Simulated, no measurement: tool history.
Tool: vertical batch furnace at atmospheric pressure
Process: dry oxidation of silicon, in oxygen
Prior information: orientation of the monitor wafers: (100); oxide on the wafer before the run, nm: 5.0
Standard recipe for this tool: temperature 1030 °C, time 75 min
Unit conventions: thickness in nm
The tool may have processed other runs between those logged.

run,hour,temperature,time,wafers since the last listed run,hours since the last temperature calibration,hours since the boat lift was adjusted,hours since the gauge calibration,"read-back reference wafer on the same gauge, thickness",thickness
1,0,1030,75,0,1835.3,4042.1,529.8,81.93,82.2
2,25.5,1030,75,370,1860.8,4067.6,555.3,81.9,81.93
3,90.3,1030,75,941,1925.6,4132.4,620.1,81.93,82.09
4,115.1,1030,75,360,1950.4,4157.2,644.9,81.87,81.81
5,160.2,1030,87,655,1995.5,4202.3,690,81.95,90.28
6,206.8,1030,75,677,2042.1,4248.9,736.6,81.94,82.16
7,271.8,1030,75,944,2107.1,4313.9,801.6,81.87,82.21
8,337.8,1030,75,959,2173.1,4379.9,867.6,81.91,82.18
9,376.5,1030,75,562,2211.8,4418.6,906.3,81.84,82.18
# hour 424.7: thermocouples replaced and temperature profile calibrated
10,425.2,1030,75,359,0.5,4467.3,955,81.91,81.97
11,439.4,1030,75,206,14.7,4481.5,969.2,81.93,82.06
12,615.4,1030,85.5,2558,190.7,4657.5,1145.2,81.96,89.62
13,682.2,1030,85.5,971,257.5,4724.3,1212,81.9,89.01
14,721.6,1010,96,572,296.9,4763.7,1251.4,81.92,80.45
15,756.2,1030,85.5,502,331.5,4798.3,1286,81.83,89.41
16,810.6,1018,96,790,385.9,4852.7,1340.4,81.94,86.62
# hour 830.9: gauge calibrated
17,857.7,1016,46,684,433,4899.8,26.8,81.96,52.98
# hour 885.6: boat lift adjusted
18,912,1030,75,440,487.3,26.4,81.1,81.89,80.55
19,975.5,1017,75,923,550.8,89.9,144.6,81.91,71.47
20,1015.6,1051,38,582,590.9,130,184.7,81.85,63.06
# hour 1062: boat lift adjusted, repeated, since the last time left the tool worse
21,1081.6,1011,46.5,610,656.9,19.6,250.7,81.88,52.32
22,1108.2,1010,75,386,683.5,46.2,277.3,81.92,69.88
23,1154.9,1030,75,678,730.2,92.9,324,81.93,83.4
24,1218.8,1017,54,928,794.1,156.8,387.9,81.89,60.2
25,1257.1,1048,42.5,556,832.4,195.1,426.2,81.94,67.98
26,1299.8,1043,57.5,620,875.1,237.8,468.9,81.9,78.86
27,1358,1005,110.5,846,933.3,296,527.1,81.87,86.06

Forecast each of these 4 alternatives for the next run:
A,1363.7,1030,84.5,82,939,301.7,532.8,?,?
B,1363.7,1041,57.5,82,939,301.7,532.8,?,?
C,1363.7,1055,37.5,82,939,301.7,532.8,?,?
D,1363.7,1009,41,82,939,301.7,532.8,?,?

run,"read-back reference wafer on the same gauge, thickness",thickness
A,81.92,90.43
B,81.92,77.59
C,81.92,66.98
D,81.92,47.34
With the hidden condition removed and each run's random variation left untouched, the same runs would have given:
run,thickness
A,90.95
B,78.03
C,67.35
D,47.63
